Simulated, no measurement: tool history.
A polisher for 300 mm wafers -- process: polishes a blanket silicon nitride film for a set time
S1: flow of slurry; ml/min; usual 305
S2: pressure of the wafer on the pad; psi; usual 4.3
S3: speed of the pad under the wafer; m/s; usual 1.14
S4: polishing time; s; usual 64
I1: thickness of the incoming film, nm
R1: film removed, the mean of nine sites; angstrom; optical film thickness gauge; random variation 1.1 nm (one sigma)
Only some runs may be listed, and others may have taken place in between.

Run 1, hour 0: usual settings; I1 740.4. Result: R1 1212 angstrom.
Run 2, hour 20.1: usual settings but S1 275 ml/min; I1 736.2. Result: R1 1185 angstrom.
Run 3, hour 47: usual settings but S1 275 ml/min; I1 753.5. Result: R1 1178 angstrom.
Run 4, hour 70: usual settings; I1 743.7. Result: R1 1276 angstrom.
Run 5, hour 82.8: usual settings; I1 763.5. Result: R1 1272 angstrom.
Run 6, hour 100.1: usual settings; I1 744. Result: R1 1256 angstrom.
Run 7, hour 112.8: usual settings; I1 740.2. Result: R1 1254 angstrom.
Run 8, hour 137.4: usual settings; I1 754.8. Result: R1 1243 angstrom.
Run 9, hour 162.6: usual settings but S1 280 ml/min; I1 760.8. Result: R1 1212 angstrom.
Run 10, hour 194.6: usual settings but S1 280 ml/min; I1 751.1. Result: R1 1283 angstrom.
Run 11, hour 212.1: usual settings but S1 280 ml/min; I1 748.1. Result: R1 1275 angstrom.
Run 12, hour 236.1: usual settings but S1 260 ml/min, S2 4.9 psi; I1 767. Result: R1 1368 angstrom.
Run 13, hour 268.4: usual settings; I1 761.7. Result: R1 1256 angstrom.
Run 14, hour 290.5: usual settings; I1 744.2. Result: R1 1221 angstrom.
Run 15, hour 309.3: usual settings; I1 751.7. Result: R1 1189 angstrom.
Run 16, hour 398.6: usual settings but S1 375 ml/min, S2 3.9 psi, S3 0.84 m/s, S4 79 s; I1 752.5. Result: R1 1143 angstrom.
Run 17, hour 421.2: usual settings but S4 85 s; I1 740.9. Result: R1 1598 angstrom.
Run 18, hour 447.6: usual settings; I1 749.5. Result: R1 1160 angstrom.
Run 19, hour 464.4: usual settings but S1 395 ml/min, S2 5.5 psi, S3 1.28 m/s; I1 747.2. Result: R1 1712 angstrom.
Run 20, hour 477.9: usual settings; I1 754.9. Result: R1 1303 angstrom.
Run 21, hour 498.6: usual settings but S1 205 ml/min, S3 0.98 m/s, S4 74 s; I1 759.3. Result: R1 1274 angstrom.
Run 22, hour 522.4: usual settings but S2 5.7 psi, S3 1.38 m/s; I1 750.5. Result: R1 1771 angstrom.
Run 23, hour 542.6: usual settings but S2 3.5 psi; I1 740.1. Result: R1 1095 angstrom.
Run 24, hour 556.6: usual settings but S2 5 psi, S3 1.48 m/s, S4 58 s; I1 763.6. Result: R1 1546 angstrom.
Run 25, hour 591.4: usual settings but S1 335 ml/min, S3 0.88 m/s; I1 747.9. Result: R1 968 angstrom.
Run 26, hour 613: usual settings; I1 745.3. Result: R1 1341 angstrom.
Run 27, hour 635.3: usual settings; I1 762.3. Result: R1 1351 angstrom.
Run 28, hour 660.2: usual settings but S1 385 ml/min, S2 3.6 psi; I1 749.4. Result: R1 1198 angstrom.

Taken out of this log: 8 entries between the listed runs. Where each belongs, and how the hidden state differs across it:
Run 1 -> run 2: slurry nozzle cleaned (hour 13.3)
  removal rate lost through wear of the pad, %: 3.91 -> 5.8; deviation of the head's pressure from its setpoint, %: 0.766 -> 1.32
  measured value less the no-hidden-state value, R1: -43 -> -63 angstrom
Run 3 -> run 4: worn pad replaced by a new one (hour 60.2)
  removal rate lost through wear of the pad, %: 9.09 -> 0.836; deviation of the head's pressure from its setpoint, %: 2.06 -> 2.69
  measured value less the no-hidden-state value, R1: -101 -> +10 angstrom
Run 9 -> run 10: worn pad replaced by a new one (hour 187.6)
  removal rate lost through wear of the pad, %: 7.09 -> 2.47; deviation of the head's pressure from its setpoint, %: 5.24 -> 6.12
  measured value less the no-hidden-state value, R1: -51 -> +16 angstrom
Run 15 -> run 16: worn pad replaced by a new one (hour 316.2); head pressure recalibrated (hour 316.6); slurry nozzle cleaned (hour 351.5)
  removal rate lost through wear of the pad, %: 11.4 -> 5.05; deviation of the head's pressure from its setpoint, %: 9.28 -> 3.5
  measured value less the no-hidden-state value, R1: -78 -> -35 angstrom
Run 18 -> run 19: worn pad replaced by a new one (hour 455.2)
  removal rate lost through wear of the pad, %: 11.4 -> 0.76; deviation of the head's pressure from its setpoint, %: 4.85 -> 5.31
  measured value less the no-hidden-state value, R1: -110 -> +42 angstrom
Run 25 -> run 26: worn pad replaced by a new one (hour 604.9)
  removal rate lost through wear of the pad, %: 11.9 -> 0.327; deviation of the head's pressure from its setpoint, %: 8.81 -> 9.4
  measured value less the no-hidden-state value, R1: -74 -> +71 angstrom
